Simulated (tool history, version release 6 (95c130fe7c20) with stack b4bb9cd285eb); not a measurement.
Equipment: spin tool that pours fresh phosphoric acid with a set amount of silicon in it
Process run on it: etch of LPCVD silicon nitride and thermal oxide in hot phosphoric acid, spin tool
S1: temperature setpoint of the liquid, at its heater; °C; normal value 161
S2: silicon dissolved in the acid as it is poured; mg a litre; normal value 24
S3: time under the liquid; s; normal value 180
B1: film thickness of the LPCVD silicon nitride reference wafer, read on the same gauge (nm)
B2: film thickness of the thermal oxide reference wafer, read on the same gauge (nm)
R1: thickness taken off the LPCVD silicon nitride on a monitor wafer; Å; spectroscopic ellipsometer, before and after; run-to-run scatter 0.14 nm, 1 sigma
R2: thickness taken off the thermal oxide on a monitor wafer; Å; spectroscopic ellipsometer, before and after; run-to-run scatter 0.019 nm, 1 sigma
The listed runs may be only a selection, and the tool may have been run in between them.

run 1 day=0 | S1=161 S2=24 S3=180 | B1=79.98 B2=130.003 | R1=152 R2=2.79
run 2 day=2.788 | S1=161 S2=24 S3=180 | B1=80 B2=129.993 | R1=150.9 R2=2.74
-- day=3.638 dissolved silicon flow meter replaced
-- day=4.317 heated supply line repaired
run 3 day=4.567 | S1=163.5 S2=24 S3=180 | B1=80 B2=130.021 | R1=164.9 R2=2.96
run 4 day=7.25 | S1=163.5 S2=24 S3=180 | B1=80.01 B2=129.989 | R1=165.6 R2=3.37
run 5 day=10.221 | S1=161 S2=40 S3=180 | B1=79.99 B2=129.995 | R1=150.3 R2=1.26
run 6 day=12.438 | S1=161 S2=19 S3=180 | B1=80 B2=130.011 | R1=151.2 R2=2.9
run 7 day=14.275 | S1=163 S2=40.5 S3=260 | B1=79.99 B2=130.017 | R1=236.7 R2=2.25
run 8 day=16.321 | S1=158.5 S2=39.5 S3=180 | B1=79.99 B2=129.98 | R1=140.4 R2=1.01
-- day=18.717 gauge calibrated
-- day=19.192 thermometer replaced
run 9 day=19.317 | S1=159.5 S2=24 S3=105 | B1=79.99 B2=130.004 | R1=84.9 R2=1.43
run 10 day=22.021 | S1=161 S2=24 S3=180 | B1=79.98 B2=130.013 | R1=153.4 R2=2.35
run 11 day=23.15 | S1=158.5 S2=24 S3=90 | B1=80.03 B2=130.018 | R1=71.1 R2=1.1
run 12 day=25.383 | S1=162.5 S2=12 S3=120 | B1=80.04 B2=129.996 | R1=107.2 R2=2.67
run 13 day=27.471 | S1=158 S2=36 S3=150 | B1=80.01 B2=130.005 | R1=114.4 R2=1.06
run 14 day=30.004 | S1=161 S2=24 S3=180 | B1=80 B2=129.999 | R1=150.8 R2=2.61
run 15 day=32.729 | S1=161 S2=24 S3=180 | B1=80.01 B2=129.98 | R1=151.6 R2=2.61
run 16 day=34.892 | S1=163.5 S2=7.5 S3=250 | B1=79.99 B2=129.969 | R1=228 R2=6.32

Run 17 comes next. What will it give?
run 17 day=37.388 | S1=161 S2=24 S3=145 | B1=? B2=? | R1=? R2=?

{"run 17": {"B1": 79.97, "B2": 130.015, "R1": 122.1, "R2": 2.18}}
With the hidden condition absent and the run-to-run variation left alone, this run would have shown R1 122.1 Å, R2 2.18 Å.
